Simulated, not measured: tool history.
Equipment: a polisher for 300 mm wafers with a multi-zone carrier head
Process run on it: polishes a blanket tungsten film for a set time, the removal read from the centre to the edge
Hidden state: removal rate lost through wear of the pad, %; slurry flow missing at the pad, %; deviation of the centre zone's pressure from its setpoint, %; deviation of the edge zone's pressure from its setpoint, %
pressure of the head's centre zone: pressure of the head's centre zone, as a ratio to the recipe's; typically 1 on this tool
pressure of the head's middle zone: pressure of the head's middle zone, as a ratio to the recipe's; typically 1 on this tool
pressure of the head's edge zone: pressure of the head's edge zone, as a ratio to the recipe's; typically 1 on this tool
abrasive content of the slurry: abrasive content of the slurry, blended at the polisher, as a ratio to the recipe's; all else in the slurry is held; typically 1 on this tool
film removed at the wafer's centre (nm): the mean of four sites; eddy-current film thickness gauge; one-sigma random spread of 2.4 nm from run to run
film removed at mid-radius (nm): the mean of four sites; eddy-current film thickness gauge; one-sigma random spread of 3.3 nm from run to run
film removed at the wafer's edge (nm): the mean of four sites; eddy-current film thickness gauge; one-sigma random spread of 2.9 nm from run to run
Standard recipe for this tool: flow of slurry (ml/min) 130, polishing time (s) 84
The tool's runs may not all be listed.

| run | day | flow of slurry (ml/min) | pressure of the head's centre zone | pressure of the head's middle zone | pressure of the head's edge zone | abrasive content of the slurry | polishing time (s) | wafers since the last listed run | wafers polished on this pad | hours since the slurry nozzle was cleaned | hours since the centre zone pressure was calibrated | hours since the edge zone pressure was calibrated | hours since the carrier head's membrane was replaced | incoming thickness of the incoming film, nm | film removed at the wafer's centre (nm) | film removed at mid-radius (nm) | film removed at the wafer's edge (nm) |
|---|---|---|---|---|---|---|---|---|---|---|---|---|---|---|---|---|---|
| 1 | 0 | 130 | 1 | 1 | 1 | 1 | 66 | 0 | 3959 | 69.7 | 61.2 | 486.9 | 46.7 | 1504.3 | 218.1 | 210.6 | 216.3 |
| 2 | 1.725 | 130 | 1 | 1 | 1 | 1 | 84 | 292 | 4251 | 111.1 | 102.6 | 528.3 | 88.1 | 1525 | 277.6 | 274.2 | 280.7 |
| 3 | 4.875 | 130 | 1 | 1 | 1 | 1 | 84 | 533 | 4785 | 186.7 | 178.2 | 603.9 | 163.7 | 1521.6 | 272.1 | 271.5 | 283.7 |
|  | 5.412 | edge zone pressure recalibrated |
|  | 6.842 | worn pad replaced by a new one |
| 4 | 7.671 | 130 | 1 | 1 | 1 | 0.9 | 84 | 431 | 140 | 253.8 | 245.3 | 54.2 | 230.8 | 1502.4 | 261.4 | 265.8 | 269 |
| 5 | 11.158 | 145 | 1 | 1.07 | 1.05 | 1.1 | 84 | 590 | 731 | 337.5 | 329 | 137.9 | 314.5 | 1519.4 | 284.2 | 294.8 | 294.7 |
| 6 | 13.158 | 130 | 1 | 1 | 1 | 1 | 99 | 338 | 1070 | 385.5 | 377 | 185.9 | 362.5 | 1496.2 | 311.1 | 322 | 328.2 |
|  | 24.179 | slurry nozzle cleaned |
| 7 | 24.458 | 130 | 1.05 | 1 | 1 | 1.15 | 84 | 1907 | 2977 | 6.7 | 648.2 | 457.1 | 633.7 | 1518 | 277.9 | 281.6 | 297.5 |
|  | 27.808 | centre zone pressure recalibrated |
| 8 | 27.829 | 130 | 1 | 1 | 1 | 1 | 84 | 557 | 3534 | 87.6 | 0.5 | 538 | 714.6 | 1532.1 | 278.6 | 276.8 | 279.9 |
| 9 | 29.392 | 130 | 1.12 | 1.08 | 0.94 | 1 | 111 | 264 | 3799 | 125.1 | 38 | 575.5 | 752.1 | 1539 | 400.8 | 372.9 | 362.2 |
|  | 29.979 | worn pad replaced by a new one |
|  | 34.867 | edge zone pressure recalibrated |
| 10 | 37.062 | 130 | 1 | 1 | 1 | 1 | 84 | 1257 | 1185 | 309.2 | 222.1 | 52.7 | 936.2 | 1536.3 | 265 | 271.5 | 278.5 |
|  | 39.229 | carrier head's membrane replaced by a new one |
| 11 | 44.221 | 130 | 0.88 | 1 | 1 | 1 | 107 | 1177 | 2363 | 481 | 393.9 | 224.5 | 119.8 | 1499 | 300.2 | 341 | 358.2 |
| 12 | 50.025 | 130 | 1 | 0.95 | 1 | 1.15 | 109 | 983 | 3347 | 620.3 | 533.2 | 363.8 | 259.1 | 1500.6 | 343.1 | 339.9 | 376.3 |
| 13 | 52.408 | 130 | 1 | 0.91 | 1 | 1 | 56 | 403 | 3750 | 677.5 | 590.4 | 421 | 316.3 | 1510.9 | 166.1 | 168.3 | 189.3 |
|  | 53.488 | worn pad replaced by a new one |
| 14 | 53.942 | 160 | 1 | 0.94 | 1.04 | 1 | 112 | 231 | 76 | 714.3 | 627.2 | 457.8 | 353.1 | 1537.8 | 353.9 | 359.4 | 389.2 |
|  | 54.367 | slurry nozzle cleaned |
|  | 56.946 | centre zone pressure recalibrated |
|  | 58.012 | edge zone pressure recalibrated |
| 15 | 58.071 | 85 | 1 | 1.09 | 0.89 | 0.7 | 84 | 664 | 741 | 88.9 | 27 | 1.4 | 452.2 | 1550.2 | 214.4 | 220.9 | 215.6 |
| 16 | 65.633 | 130 | 1.05 | 1 | 1 | 1 | 84 | 1281 | 2022 | 270.4 | 208.5 | 182.9 | 633.7 | 1526.3 | 279.5 | 265.4 | 278.8 |
| 17 | 67.692 | 160 | 1 | 1.08 | 1 | 1.15 | 84 | 348 | 2371 | 319.8 | 257.9 | 232.3 | 683.1 | 1509.5 | 289.7 | 305.7 | 297.6 |
| 18 | 69.871 | 130 | 1 | 1 | 1 | 1 | 84 | 369 | 2740 | 372.1 | 310.2 | 284.6 | 735.4 | 1520.4 | 259.6 | 265.6 | 280.4 |
| 19 | 73.079 | 130 | 1 | 1 | 1 | 1 | 84 | 543 | 3284 | 449.1 | 387.2 | 361.6 | 812.4 | 1540.5 | 258.5 | 265 | 273.2 |
| 20 | 75.329 | 165 | 1 | 1.11 | 1 | 1.1 | 84 | 381 | 3665 | 503.1 | 441.2 | 415.6 | 866.4 | 1544.5 | 277.3 | 304.8 | 292.7 |
|  | 77.542 | worn pad replaced by a new one |
| 21 | 78.196 | 90 | 0.93 | 0.89 | 1.05 | 1 | 84 | 457 | 110 | 571.9 | 510 | 484.4 | 935.2 | 1506.6 | 210.3 | 220.6 | 272.1 |
|  | 80.908 | centre zone pressure recalibrated |
| 22 | 81.529 | 145 | 1.07 | 1 | 1 | 1.2 | 84 | 550 | 661 | 651.9 | 14.9 | 564.4 | 1015.2 | 1520.2 | 318.4 | 284.4 | 301.1 |

Predict each of these 3 candidate next runs independently; none follows another, all start after run 22:
| A | 81.55 | 130 | 1 | 1 | 1 | 1 | 84 | 3 | 664 | 652.4 | 15.4 | 564.9 | 1015.7 | 1514.7 | ? | ? | ? |
| B | 81.55 | 155 | 1 | 0.96 | 1 | 1 | 99 | 3 | 664 | 652.4 | 15.4 | 564.9 | 1015.7 | 1514.7 | ? | ? | ? |
| C | 81.55 | 160 | 1 | 1 | 1.11 | 1 | 84 | 3 | 664 | 652.4 | 15.4 | 564.9 | 1015.7 | 1514.7 | ? | ? | ? |

| run | film removed at the wafer's centre (nm) | film removed at mid-radius (nm) | film removed at the wafer's edge (nm) |
|---|---|---|---|
| A | 279 | 268.6 | 282 |
| B | 343.2 | 320 | 341.7 |
| C | 293.3 | 280.7 | 306.5 |
Take away the tool's hidden state, keep each run's random variation, and the runs would have read:
| run | film removed at the wafer's centre (nm) | film removed at mid-radius (nm) | film removed at the wafer's edge (nm) |
|---|---|---|---|
| A | 275.4 | 268.6 | 282 |
| B | 338.8 | 320 | 341.7 |
| C | 289.5 | 280.7 | 306.5 |
